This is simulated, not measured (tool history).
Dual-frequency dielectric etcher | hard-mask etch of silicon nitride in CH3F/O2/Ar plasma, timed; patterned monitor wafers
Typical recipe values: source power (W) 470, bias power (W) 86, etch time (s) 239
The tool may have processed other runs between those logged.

run,hour,source power (W),bias power (W),etch time (s),"read-back reference wafer on the same gauge, depth_nm",mean etch depth across the wafer (Å)
1,0,470,71,239,196.2,1987
2,40.5,470,71,239,196,1990
3,67.6,470,71,239,196.1,1987
4,108,470,72,239,195.7,1988
5,174.9,470,72,239,196.1,1995
6,233.8,470,73,267.5,196,2261
7,266.9,470,73,267.5,196,2277
8,291.1,470,86,216.5,195.8,1891
9,334,470,86,216.5,195.8,1905
# hour 368: gauge calibrated
10,371.9,470,86,216.5,196,1911
11,404,470,86,239,196,2108
12,449.7,470,86,239,195.9,2121
# hour 525.5: wet clean of the chamber
13,526,470,86,239,195.9,2055
14,550,440,73,307,196.2,2508
15,600.9,470,86,239,196,2090
# hour 614.1: source power generator calibrated
16,632.8,390,96,192,195.9,1638
17,692.6,470,65,239,196.3,1936
# hour 733.7: bias power generator calibrated
# hour 734.7: upper electrode replaced
18,735.2,470,86,194,196,1698
19,775.7,470,86,239,195.7,2111
20,832.8,470,86,239,196,2099
21,875.3,520,67,309.5,195.9,2661
22,947.2,470,86,239,195.9,2113
# hour 984.9: wet clean of the chamber
23,1014,470,86,239,195.9,2051
24,1046.2,510,86,239,195.9,2125
25,1095.2,390,86,239,195.7,1963
26,1136.4,520,65,280.5,196.2,2349

How would selected steps in mean etch depth across the wafer (Å) from run to run divide? Give the signed amount a tool lacking its hidden state would still show from settings, what came in and random variation, and the signed amount left for the hidden state, including any gauge scatter that is not in both of the compared results.
Hidden state present: etch rate over this chamber's usual, %; source power that arrives over what is set, %; bias power that arrives over what is set, %; gauge reads high (%).
Run 12 -> 13: wet clean of the chamber. mean etch depth across the wafer (Å) -66: hidden state -58, all else -8.
Run 20 -> 21: source power (W) 470 -> 520, bias power (W) 86 -> 67, etch time (s) 239 -> 309.5. mean etch depth across the wafer (Å) +562: hidden state +14, all else +548.
Run 21 -> 22: source power (W) 520 -> 470, bias power (W) 67 -> 86, etch time (s) 309.5 -> 239. mean etch depth across the wafer (Å) -548: hidden state -2, all else -546.
Run 22 -> 23: wet clean of the chamber. mean etch depth across the wafer (Å) -62: hidden state -46, all else -16.
